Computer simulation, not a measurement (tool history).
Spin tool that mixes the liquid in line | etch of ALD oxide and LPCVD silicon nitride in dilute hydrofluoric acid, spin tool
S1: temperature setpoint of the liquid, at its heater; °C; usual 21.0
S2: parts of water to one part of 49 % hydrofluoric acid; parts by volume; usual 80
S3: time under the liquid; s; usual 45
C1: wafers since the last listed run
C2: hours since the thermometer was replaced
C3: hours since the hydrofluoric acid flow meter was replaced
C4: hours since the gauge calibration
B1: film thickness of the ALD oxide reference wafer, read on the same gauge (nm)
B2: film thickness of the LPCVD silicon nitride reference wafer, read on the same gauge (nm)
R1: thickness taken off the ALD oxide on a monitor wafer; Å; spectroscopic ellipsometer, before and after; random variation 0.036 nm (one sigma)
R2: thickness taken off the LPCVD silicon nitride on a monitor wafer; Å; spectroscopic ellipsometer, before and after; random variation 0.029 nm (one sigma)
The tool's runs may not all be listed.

Run 1, day 0.000: usual settings; C1 0; C2 1277.6; C3 733.9; C4 356.2; B1 139.97; B2 49.999. Result: R1 69.0 Å, R2 2.68 Å.
Run 2, day 0.846: usual settings; C1 264; C2 1297.9; C3 754.2; C4 376.5; B1 139.96; B2 49.964. Result: R1 69.4 Å, R2 2.75 Å.
Run 3, day 1.592: usual settings but S1 20.0 °C, S3 25 s; C1 233; C2 1315.8; C3 772.1; C4 394.4; B1 140.01; B2 50.005. Result: R1 36.7 Å, R2 1.42 Å.
At day 2.700: thermometer replaced.
Run 4, day 2.908: usual settings but S1 20.0 °C, S3 25 s; C1 398; C2 5.0; C3 803.7; C4 426.0; B1 139.99; B2 50.013. Result: R1 39.1 Å, R2 1.59 Å.
At day 3.496: hydrofluoric acid flow meter replaced.
Run 5, day 4.033: usual settings; C1 338; C2 32.0; C3 12.9; C4 453.0; B1 140.01; B2 50.048. Result: R1 73.2 Å, R2 3.01 Å.
Run 6, day 4.625: usual settings; C1 185; C2 46.2; C3 27.1; C4 467.2; B1 140.00; B2 50.022. Result: R1 73.3 Å, R2 3.18 Å.
Run 7, day 5.654: usual settings; C1 321; C2 70.9; C3 51.8; C4 491.9; B1 140.00; B2 50.014. Result: R1 73.3 Å, R2 3.46 Å.
Run 8, day 6.162: usual settings; C1 158; C2 83.1; C3 64.0; C4 504.1; B1 139.99; B2 49.968. Result: R1 73.9 Å, R2 3.59 Å.
Run 9, day 7.654: usual settings but S1 23.5 °C; C1 466; C2 118.9; C3 99.8; C4 539.9; B1 140.01; B2 50.011. Result: R1 81.0 Å, R2 4.19 Å.
Run 10, day 8.500: usual settings; C1 264; C2 139.2; C3 120.1; C4 560.2; B1 139.99; B2 49.985. Result: R1 74.4 Å, R2 2.87 Å.
Run 11, day 9.188: usual settings but S1 17.0 °C, S3 30 s; C1 215; C2 155.7; C3 136.6; C4 576.7; B1 139.99; B2 50.007. Result: R1 42.0 Å, R2 1.39 Å.
At day 9.721: thermometer replaced, repeated, since the last time left the tool worse.
Run 12, day 10.308: usual settings but S1 25.0 °C, S2 55 parts by volume, S3 20 s; C1 337; C2 14.1; C3 163.5; C4 603.6; B1 140.01; B2 50.014. Result: R1 51.2 Å, R2 2.38 Å.
At day 11.558: gauge calibrated.
Run 13, day 11.708: usual settings but S1 23.5 °C, S2 95 parts by volume; C1 437; C2 47.7; C3 197.1; C4 3.6; B1 140.00; B2 49.996. Result: R1 58.9 Å, R2 2.45 Å.
Run 14, day 12.271: usual settings but S1 25.0 °C, S3 60 s; C1 175; C2 61.2; C3 210.6; C4 17.1; B1 139.98; B2 49.972. Result: R1 102.5 Å, R2 4.58 Å.
Run 15, day 13.725: usual settings but S1 22.5 °C, S2 110 parts by volume, S3 65 s; C1 454; C2 96.1; C3 245.5; C4 52.0; B1 139.99; B2 49.972. Result: R1 70.1 Å, R2 3.29 Å.
Run 16, day 14.779: usual settings but S1 24.0 °C, S2 60 parts by volume; C1 329; C2 121.4; C3 270.8; C4 77.3; B1 139.98; B2 50.006. Result: R1 101.6 Å, R2 4.77 Å.
Run 17, day 15.512: usual settings but S1 18.5 °C, S3 25 s; C1 229; C2 139.0; C3 288.4; C4 94.9; B1 140.00; B2 50.032. Result: R1 32.6 Å, R2 1.28 Å.
Run 18, day 16.062: usual settings; C1 172; C2 152.2; C3 301.6; C4 108.1; B1 140.00; B2 50.023. Result: R1 65.0 Å, R2 2.57 Å.
Run 19, day 16.742: usual settings but S1 17.0 °C, S3 30 s; C1 212; C2 168.5; C3 317.9; C4 124.4; B1 140.02; B2 50.013. Result: R1 37.1 Å, R2 1.28 Å.
Run 20, day 17.625: usual settings but S1 24.0 °C, S2 95 parts by volume, S3 35 s; C1 276; C2 189.7; C3 339.1; C4 145.6; B1 139.99; B2 50.014. Result: R1 47.6 Å, R2 2.42 Å.
Run 21, day 19.038: usual settings but S2 55 parts by volume, S3 25 s; C1 441; C2 223.6; C3 373.0; C4 179.5; B1 140.01; B2 49.995. Result: R1 54.6 Å, R2 2.28 Å.
Run 22, day 20.154: usual settings but S1 22.5 °C, S3 70 s; C1 349; C2 250.4; C3 399.8; C4 206.3; B1 140.01; B2 49.998. Result: R1 109.0 Å, R2 4.34 Å.
Run 23, day 20.833: usual settings but S1 17.0 °C, S3 55 s; C1 212; C2 266.7; C3 416.1; C4 222.6; B1 140.00; B2 49.981. Result: R1 68.6 Å, R2 2.40 Å.
Run 24, day 22.192: usual settings but S1 23.0 °C, S2 55 parts by volume, S3 70 s; C1 424; C2 299.3; C3 448.7; C4 255.2; B1 140.01; B2 49.988. Result: R1 168.2 Å, R2 6.59 Å.
Run 25, day 23.188: usual settings; C1 311; C2 323.2; C3 472.6; C4 279.1; B1 139.98; B2 49.974. Result: R1 65.2 Å, R2 2.26 Å.
Run 26, day 24.250: usual settings but S2 70 parts by volume, S3 60 s; C1 332; C2 348.7; C3 498.1; C4 304.6; B1 139.99; B2 50.012. Result: R1 102.1 Å, R2 4.51 Å.
Run 27, day 25.654: usual settings; C1 439; C2 382.4; C3 531.8; C4 338.3; B1 140.01; B2 49.973. Result: R1 66.2 Å, R2 2.59 Å.

3 ways to go on from here, each from the tool as it stands after run 27. What would each give?
Run A, day 25.671: usual settings; C1 5; C2 382.8; C3 532.2; C4 338.7; B1 ?; B2 ?. Result: R1 ?, R2 ?.
Run B, day 25.671: usual settings but S2 105 parts by volume; C1 5; C2 382.8; C3 532.2; C4 338.7; B1 ?; B2 ?. Result: R1 ?, R2 ?.
Run C, day 25.671: usual settings but S1 22.5 °C, S2 40 parts by volume; C1 5; C2 382.8; C3 532.2; C4 338.7; B1 ?; B2 ?. Result: R1 ?, R2 ?.

run      B1      B2     R1    R2
  A  140.00  49.997   66.4  2.74
  B  140.00  49.997   49.1  2.10
  C  140.00  49.997  148.6  5.98
Without the tool's hidden state the same runs would have given:
run     R1    R2
  A   65.2  2.66
  B   48.2  2.04
  C  145.8  5.80

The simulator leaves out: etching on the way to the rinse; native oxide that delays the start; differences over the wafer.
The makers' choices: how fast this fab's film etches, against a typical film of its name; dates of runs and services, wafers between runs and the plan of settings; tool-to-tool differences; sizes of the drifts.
